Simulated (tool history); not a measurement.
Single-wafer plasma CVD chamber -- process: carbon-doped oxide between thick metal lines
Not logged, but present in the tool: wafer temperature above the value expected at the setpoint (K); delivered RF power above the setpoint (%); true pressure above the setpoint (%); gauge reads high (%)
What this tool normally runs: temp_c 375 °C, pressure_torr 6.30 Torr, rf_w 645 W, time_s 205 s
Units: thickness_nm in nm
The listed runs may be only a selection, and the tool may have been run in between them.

run,hour,temp_c,pressure_torr,rf_w,time_s,wafers since the last listed run,hours since the last thermocouple change,hours since the last RF generator calibration,hours since the last manometer calibration,hours since the showerhead was replaced,hours since the gauge calibration,"read-back reference wafer on the same gauge, thickness_nm",thickness_nm
1,0.0,375,6.30,645,205,0,1830.9,1050.7,1122.0,4284.8,81.6,1141.486,1217.738
2,65.2,375,6.30,645,205,372,1896.1,1115.9,1187.2,4350.0,146.8,1140.792,1213.876
3,172.4,383,6.30,645,205,612,2003.3,1223.1,1294.4,4457.2,254.0,1140.448,1191.672
4,250.6,384,6.30,580,205,446,2081.5,1301.3,1372.6,4535.4,332.2,1139.412,1127.610
5,484.9,375,6.30,645,205,1337,2315.8,1535.6,1606.9,4769.7,566.5,1141.297,1209.613
6,581.2,375,6.30,645,205,549,2412.1,1631.9,1703.2,4866.0,662.8,1140.754,1213.868
7,656.1,375,6.30,645,205,427,2487.0,1706.8,1778.1,4940.9,737.7,1141.107,1220.550
# hour 684.2: RF generator calibrated
8,741.7,375,6.30,645,205,443,2572.6,57.5,1863.7,5026.5,823.3,1138.822,1221.056
# hour 776.5: thermocouple changed; heater temperature recalibrated
9,835.4,375,6.30,645,243,489,58.9,151.2,1957.4,5120.2,917.0,1142.940,1424.659
10,883.8,369,6.30,735,205,276,107.3,199.6,2005.8,5168.6,965.4,1137.443,1328.152
# hour 955.6: gauge calibrated
11,969.3,375,5.74,595,205,488,192.8,285.1,2091.3,5254.1,13.7,1137.531,1155.267
12,1029.0,389,6.30,585,238,340,252.5,344.8,2151.0,5313.8,73.4,1140.369,1300.290

Run 13 comes next. What will it give?
# hour 1082.5: capacitance manometer re-zeroed and calibrated
13,1108.4,368,5.90,645,205,407,331.9,424.2,25.9,5393.2,152.8,?,?

{"run 13": {"read-back reference wafer on the same gauge, thickness_nm": 1139.037, "thickness_nm": 1220.402}}
With the hidden condition absent and the run-to-run variation left alone, this run would have shown thickness_nm 1220.402 nm.
